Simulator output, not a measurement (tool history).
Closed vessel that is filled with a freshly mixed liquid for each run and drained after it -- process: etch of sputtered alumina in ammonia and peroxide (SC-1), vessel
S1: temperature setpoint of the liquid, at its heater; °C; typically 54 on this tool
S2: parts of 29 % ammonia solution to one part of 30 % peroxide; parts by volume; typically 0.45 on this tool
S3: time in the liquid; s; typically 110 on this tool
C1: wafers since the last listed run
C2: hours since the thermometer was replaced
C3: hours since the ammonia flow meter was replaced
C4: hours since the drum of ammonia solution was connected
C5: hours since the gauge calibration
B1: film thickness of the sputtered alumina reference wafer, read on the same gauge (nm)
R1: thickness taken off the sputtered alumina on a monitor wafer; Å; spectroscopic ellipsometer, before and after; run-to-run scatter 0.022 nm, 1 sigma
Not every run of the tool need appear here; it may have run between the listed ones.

run 1 hour=0 | S1=50.5 S2=0.45 S3=110 | C1=0 C2=1661.9 C3=261.9 C4=696.5 C5=414.5 | B1=100 | R1=80.4
-- hour=5 gauge calibrated
run 2 hour=52.6 | S1=54 S2=0.45 S3=110 | C1=3673 C2=1714.5 C3=314.5 C4=749.1 C5=47.6 | B1=99.98 | R1=97.4
run 3 hour=89 | S1=54 S2=0.45 S3=110 | C1=2542 C2=1750.9 C3=350.9 C4=785.5 C5=84 | B1=99.98 | R1=96.9
run 4 hour=116.4 | S1=54 S2=0.45 S3=110 | C1=1913 C2=1778.3 C3=378.3 C4=812.9 C5=111.4 | B1=100.03 | R1=97.5
run 5 hour=185.3 | S1=54 S2=0.45 S3=110 | C1=4811 C2=1847.2 C3=447.2 C4=881.8 C5=180.3 | B1=100.04 | R1=97
run 6 hour=235.4 | S1=54 S2=0.55 S3=135 | C1=3498 C2=1897.3 C3=497.3 C4=931.9 C5=230.4 | B1=100 | R1=121.2
run 7 hour=287.8 | S1=54 S2=0.55 S3=135 | C1=3659 C2=1949.7 C3=549.7 C4=984.3 C5=282.8 | B1=100.07 | R1=120.9
-- hour=333.3 new drum of ammonia solution connected
-- hour=349.3 ammonia flow meter replaced
run 8 hour=355.5 | S1=54 S2=0.55 S3=60 | C1=4588 C2=2017.4 C3=6.2 C4=22.2 C5=350.5 | B1=100.04 | R1=54.1
-- hour=379.9 gauge calibrated
run 9 hour=387.5 | S1=63 S2=0.35 S3=165 | C1=2234 C2=2049.4 C3=38.2 C4=54.2 C5=7.6 | B1=100 | R1=228.3
run 10 hour=414.4 | S1=54 S2=0.45 S3=110 | C1=1878 C2=2076.3 C3=65.1 C4=81.1 C5=34.5 | B1=99.97 | R1=97.3
-- hour=472.2 thermometer replaced
run 11 hour=479.9 | S1=54 S2=0.45 S3=170 | C1=4504 C2=7.7 C3=130.6 C4=146.6 C5=100 | B1=100.04 | R1=150.6
run 12 hour=544.4 | S1=58.5 S2=0.6 S3=130 | C1=4504 C2=72.2 C3=195.1 C4=211.1 C5=164.5 | B1=100.03 | R1=150.8
run 13 hour=579.5 | S1=54 S2=0.45 S3=110 | C1=2451 C2=107.3 C3=230.2 C4=246.2 C5=199.6 | B1=99.98 | R1=97.2
run 14 hour=633 | S1=63.5 S2=0.4 S3=140 | C1=3736 C2=160.8 C3=283.7 C4=299.7 C5=253.1 | B1=100 | R1=201.1
run 15 hour=688.5 | S1=45 S2=0.35 S3=110 | C1=3875 C2=216.3 C3=339.2 C4=355.2 C5=308.6 | B1=100.04 | R1=58

What if the next run were any one of these 4? Each begins from the tool's condition after run 15:
run A hour=689.2 | S1=54 S2=0.3 S3=110 | C1=48 C2=217 C3=339.9 C4=355.9 C5=309.3 | B1=? | R1=?
run B hour=689.2 | S1=54 S2=0.55 S3=50 | C1=48 C2=217 C3=339.9 C4=355.9 C5=309.3 | B1=? | R1=?
run C hour=689.2 | S1=54 S2=0.6 S3=110 | C1=48 C2=217 C3=339.9 C4=355.9 C5=309.3 | B1=? | R1=?
run D hour=689.2 | S1=54 S2=0.3 S3=155 | C1=48 C2=217 C3=339.9 C4=355.9 C5=309.3 | B1=? | R1=?

run=A B1=100 R1=94
run=B B1=100 R1=45.3
run=C B1=100 R1=100.4
run=D B1=100 R1=132.5
Had the tool no hidden state, the same runs would have come out as:
run=A R1=93.7
run=B R1=45.1
run=C R1=100.1
run=D R1=132
